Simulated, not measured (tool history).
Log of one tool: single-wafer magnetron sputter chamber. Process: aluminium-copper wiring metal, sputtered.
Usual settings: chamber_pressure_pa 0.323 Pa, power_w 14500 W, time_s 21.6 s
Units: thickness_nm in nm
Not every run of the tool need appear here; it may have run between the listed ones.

| run | day | chamber_pressure_pa | power_w | time_s | wafers since the last listed run | wafers on the sputter target | hours since the last manometer calibration | hours since the magnet pack was replaced | hours since the gauge calibration | read-back reference wafer on the same gauge, thickness_nm | thickness_nm |
|---|---|---|---|---|---|---|---|---|---|---|---|
| 1 | 0 | 0.323 | 14500 | 21.6 | 0 | 2342 | 1495 | 10020.3 | 412.4 | 619.858 | 525.265 |
| 2 | 6.562 | 0.323 | 14500 | 21.6 | 2062 | 4404 | 1652.5 | 10177.8 | 569.9 | 619.42 | 507.82 |
| 3 | 8.492 | 0.323 | 14500 | 21.6 | 606 | 5010 | 1698.8 | 10224.1 | 616.2 | 620.175 | 511.825 |
|  | 9.579 | sputter target and shields replaced |
| 4 | 10.417 | 0.323 | 14500 | 21.6 | 500 | 263 | 1745 | 10270.3 | 662.4 | 620.931 | 530.531 |
| 5 | 22.642 | 0.323 | 14500 | 21.6 | 3841 | 4105 | 2038.4 | 10563.7 | 955.8 | 620.182 | 510.738 |
|  | 25.408 | gauge calibrated |
|  | 25.871 | sputter target and shields replaced |
| 6 | 25.892 | 0.323 | 13100 | 21.6 | 916 | 6 | 2116.4 | 10641.7 | 11.6 | 619.811 | 483.857 |
| 7 | 27.442 | 0.323 | 13100 | 21.6 | 487 | 493 | 2153.6 | 10678.9 | 48.8 | 619.723 | 479.238 |
| 8 | 29.354 | 0.323 | 14500 | 21.6 | 600 | 1094 | 2199.5 | 10724.8 | 94.7 | 619.941 | 531.613 |
| 9 | 33.754 | 0.323 | 14500 | 21.6 | 1382 | 2477 | 2305.1 | 10830.4 | 200.3 | 620.219 | 519.321 |
| 10 | 37 | 0.323 | 14500 | 21.6 | 1019 | 3497 | 2383 | 10908.3 | 278.2 | 620.629 | 508.663 |
| 11 | 38.808 | 0.323 | 14500 | 21.6 | 568 | 4065 | 2426.4 | 10951.7 | 321.6 | 620.507 | 505.014 |
|  | 40.638 | capacitance manometer re-zeroed and calibrated |
|  | 40.858 | sputter target and shields replaced |
| 12 | 40.95 | 0.323 | 12800 | 21.6 | 498 | 28 | 7.5 | 11003.1 | 373 | 619.989 | 479.993 |
| 13 | 43.712 | 0.272 | 15600 | 20.2 | 868 | 896 | 73.8 | 11069.4 | 439.3 | 620.902 | 556.943 |
| 14 | 46.329 | 0.323 | 14500 | 21.6 | 822 | 1718 | 136.6 | 11132.2 | 502.1 | 619.106 | 529.565 |
| 15 | 49.683 | 0.235 | 14500 | 21.6 | 1053 | 2772 | 217.1 | 11212.7 | 582.6 | 620 | 552.509 |
| 16 | 51.975 | 0.362 | 13450 | 22.8 | 720 | 3492 | 272.1 | 11267.7 | 637.6 | 619.742 | 489.708 |
|  | 56.35 | magnet pack replaced |
|  | 57.871 | sputter target and shields replaced |
| 17 | 61.308 | 0.323 | 13250 | 19.9 | 2723 | 1079 | 496.1 | 119 | 861.6 | 620.25 | 448.03 |
| 18 | 63.529 | 0.323 | 14500 | 24.6 | 697 | 1777 | 549.4 | 172.3 | 914.9 | 619.247 | 599.868 |
| 19 | 65.292 | 0.323 | 14500 | 21.6 | 553 | 2331 | 591.7 | 214.6 | 957.2 | 620.371 | 521.937 |
| 20 | 67.95 | 0.398 | 16850 | 18.9 | 835 | 3166 | 655.5 | 278.4 | 1021 | 619.787 | 500.181 |
|  | 68.146 | gauge calibrated |
| 21 | 72.25 | 0.422 | 14500 | 19.6 | 1351 | 4517 | 758.7 | 381.6 | 98.5 | 619.982 | 432.043 |

Pick out some run-to-run changes in thickness_nm. Of each, how much would a tool without hidden state show as well, from the settings, what came in and chance, and how much is left for the hidden state and any gauge scatter not in both results compared?
Hidden state at play: deposition rate above that of a new target (%); true argon pressure above the setpoint (%); gauge reads high (%).
Run 3 -> 4: sputter target and shields replaced. thickness_nm +18.706 nm: hidden state +24.772, all else -6.066.
Run 11 -> 12: power_w 14500 -> 12800, capacitance manometer re-zeroed and calibrated, sputter target and shields replaced. thickness_nm -25.021 nm: hidden state +27.884, all else -52.905.
Run 17 -> 18: power_w 13250 -> 14500, time_s 19.9 -> 24.6. thickness_nm +151.838 nm: hidden state -6.884, all else +158.722.
Run 18 -> 19: time_s 24.6 -> 21.6. thickness_nm -77.931 nm: hidden state -1.417, all else -76.514.
